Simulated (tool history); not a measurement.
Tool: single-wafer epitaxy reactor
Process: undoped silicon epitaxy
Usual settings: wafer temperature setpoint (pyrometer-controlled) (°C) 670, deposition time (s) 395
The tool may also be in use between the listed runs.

run   hour  wafer temperature setpoint (pyrometer-controlled) (°C)  deposition time (s)  wafers since the last listed run  hours since the last pyrometer calibration  hours since the gauge calibration  read-back reference wafer on the same gauge, thickness_nm  mean film thickness on the monitor wafer (Å)
  1    0.0                                                     681                  395                                 0                                      1871.5                              153.5                                                    109.461                                       1062.89
  2   26.1                                                     681                  395                               156                                      1897.6                              179.6                                                    109.531                                       1065.41
  3   44.1                                                     670                  395                               107                                      1915.6                              197.6                                                    109.571                                        880.05
  4   61.6                                                     670                  395                               104                                      1933.1                              215.1                                                    109.362                                        868.38
  5   93.1                                                     670                  359                               188                                      1964.6                              246.6                                                    109.524                                        788.15
  6  127.5                                                     670                  359                               205                                      1999.0                              281.0                                                    109.436                                        786.71
  7  148.8                                                     670                  359                               127                                      2020.3                              302.3                                                    109.657                                        782.62
  8  168.0                                                     670                  352                               114                                      2039.5                              321.5                                                    109.824                                        769.94
  9  183.4                                                     670                  352                                92                                      2054.9                              336.9                                                    109.623                                        762.51
     203.1  -- gauge calibrated
 10  218.8                                                     670                  395                               211                                      2090.3                               15.7                                                    109.423                                        862.43
 11  239.7                                                     670                  395                               125                                      2111.2                               36.6                                                    109.612                                        857.88
 12  255.6                                                     670                  395                                95                                      2127.1                               52.5                                                    109.352                                        850.81
 13  276.8                                                     661                  342                               126                                      2148.3                               73.7                                                    109.606                                        626.23
 14  307.0                                                     656                  326                               180                                      2178.5                              103.9                                                    109.537                                        544.28
     324.5  -- pyrometer calibrated
 15  325.0                                                     680                  426                                59                                         0.5                              121.9                                                    109.517                                       1222.56
 16  346.1                                                     660                  344                               126                                        21.6                              143.0                                                    109.437                                        680.89
 17  361.0                                                     674                  316                                89                                        36.5                              157.9                                                    109.548                                        806.22
 18  389.5                                                     666                  348                               170                                        65.0                              186.4                                                    109.259                                        762.11
 19  414.5                                                     658                  316                               149                                        90.0                              211.4                                                    109.571                                        604.05
 20  435.8                                                     670                  395                               127                                       111.3                              232.7                                                    109.420                                        940.08
 21  456.8                                                     681                  358                               125                                       132.3                              253.7                                                    109.543                                       1041.69
 22  487.8                                                     663                  426                               185                                       163.3                              284.7                                                    109.387                                        886.14
 23  506.0                                                     679                  349                               108                                       181.5                              302.9                                                    109.735                                        976.73

Forecast each of these 4 alternatives for the next run:
  A  506.5                                                     670                  467                                 2                                       182.0                              303.4                                                          ?                                             ?
  B  506.5                                                     682                  395                                 2                                       182.0                              303.4                                                          ?                                             ?
  C  506.5                                                     676                  470                                 2                                       182.0                              303.4                                                          ?                                             ?
  D  506.5                                                     682                  442                                 2                                       182.0                              303.4                                                          ?                                             ?

run  read-back reference wafer on the same gauge, thickness_nm  mean film thickness on the monitor wafer (Å)
  A                                                    109.354                                       1114.23
  B                                                    109.354                                       1172.34
  C                                                    109.354                                       1251.47
  D                                                    109.354                                       1311.83
Without the tool's hidden state the same runs would have given:
run  mean film thickness on the monitor wafer (Å)
  A                                       1129.10
  B                                       1187.63
  C                                       1267.98
  D                                       1328.94
